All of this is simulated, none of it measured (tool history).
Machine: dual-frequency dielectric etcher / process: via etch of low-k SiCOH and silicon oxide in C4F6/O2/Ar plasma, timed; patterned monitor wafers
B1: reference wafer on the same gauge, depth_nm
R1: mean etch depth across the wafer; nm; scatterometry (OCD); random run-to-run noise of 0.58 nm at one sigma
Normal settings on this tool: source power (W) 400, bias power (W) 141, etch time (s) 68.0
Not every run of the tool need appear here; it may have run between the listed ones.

Run 1, hour 0.0: usual settings; B1 138.3. Result: R1 152.1 nm.
Run 2, hour 18.9: usual settings; B1 138.4. Result: R1 151.2 nm.
Run 3, hour 99.4: usual settings; B1 138.7. Result: R1 153.3 nm.
Run 4, hour 114.1: usual settings; B1 139.0. Result: R1 154.1 nm.
Run 5, hour 148.5: usual settings; B1 139.1. Result: R1 153.0 nm.
Run 6, hour 164.3: usual settings; B1 139.2. Result: R1 153.6 nm.
Run 7, hour 180.8: usual settings but etch time (s) 75.5; B1 139.5. Result: R1 171.8 nm.
Run 8, hour 206.9: usual settings but etch time (s) 75.5; B1 139.5. Result: R1 170.3 nm.
Run 9, hour 271.6: usual settings but source power (W) 340; B1 139.9. Result: R1 138.8 nm.
At hour 302.7: gauge calibrated.
At hour 324.5: wet clean of the chamber.
Run 10, hour 325.0: usual settings but etch time (s) 52.0; B1 136.7. Result: R1 115.2 nm.
Run 11, hour 329.5: usual settings but source power (W) 490, bias power (W) 132; B1 136.5. Result: R1 167.5 nm.
Run 12, hour 352.8: usual settings; B1 136.6. Result: R1 150.4 nm.
Run 13, hour 385.9: usual settings but source power (W) 330, bias power (W) 128; B1 136.6. Result: R1 128.8 nm.
Run 14, hour 398.1: usual settings but source power (W) 440; B1 136.5. Result: R1 160.0 nm.
Run 15, hour 427.7: usual settings but source power (W) 350, bias power (W) 160, etch time (s) 49.0; B1 136.6. Result: R1 102.4 nm.
Run 16, hour 441.7: usual settings but bias power (W) 165; B1 136.8. Result: R1 157.4 nm.
Run 17, hour 474.2: usual settings; B1 136.5. Result: R1 150.5 nm.
Run 18, hour 509.2: usual settings but source power (W) 430, bias power (W) 170, etch time (s) 78.5; B1 136.8. Result: R1 191.8 nm.
At hour 523.4: source power generator calibrated.
At hour 526.1: bias power generator calibrated.
At hour 546.2: upper electrode replaced.
Run 19, hour 546.7: usual settings but etch time (s) 82.0; B1 136.8. Result: R1 181.9 nm.
Run 20, hour 557.7: usual settings but source power (W) 440, etch time (s) 81.0; B1 136.7. Result: R1 190.2 nm.
Run 21, hour 593.7: usual settings but bias power (W) 152, etch time (s) 50.0; B1 136.9. Result: R1 112.6 nm.
Run 22, hour 616.5: usual settings but bias power (W) 154, etch time (s) 53.0; B1 136.8. Result: R1 119.7 nm.
At hour 649.1: wet clean of the chamber.
Run 23, hour 649.6: usual settings but source power (W) 460, bias power (W) 130; B1 136.9. Result: R1 161.7 nm.
Run 24, hour 660.3: usual settings but source power (W) 340, bias power (W) 124, etch time (s) 50.5; B1 137.1. Result: R1 97.1 nm.
Run 25, hour 684.1: usual settings; B1 137.0. Result: R1 151.4 nm.
Run 26, hour 703.3: usual settings but source power (W) 480, bias power (W) 124, etch time (s) 73.5; B1 137.2. Result: R1 176.7 nm.
Run 27, hour 722.4: usual settings; B1 137.0. Result: R1 150.9 nm.
Run 28, hour 735.4: usual settings but etch time (s) 76.5; B1 137.1. Result: R1 170.9 nm.
Run 29, hour 766.7: usual settings; B1 137.3. Result: R1 151.0 nm.
Run 30, hour 783.9: usual settings but bias power (W) 162, etch time (s) 60.5; B1 137.6. Result: R1 139.6 nm.

Predict each of these 4 candidate next runs independently; none follows another, all start after run 30:
Run A, hour 784.3: usual settings but etch time (s) 75.0; B1 ?. Result: R1 ?.
Run B, hour 784.3: usual settings but source power (W) 350, bias power (W) 162, etch time (s) 77.5; B1 ?. Result: R1 ?.
Run C, hour 784.3: usual settings but source power (W) 320, bias power (W) 121, etch time (s) 79.0; B1 ?. Result: R1 ?.
Run D, hour 784.3: usual settings but etch time (s) 51.5; B1 ?. Result: R1 ?.

run     B1     R1
  A  137.4  166.5
  B  137.4  163.3
  C  137.4  145.0
  D  137.4  114.3
With the hidden condition removed and each run's random variation left untouched, the same runs would have given:
run     R1
  A  164.8
  B  161.7
  C  143.6
  D  113.2
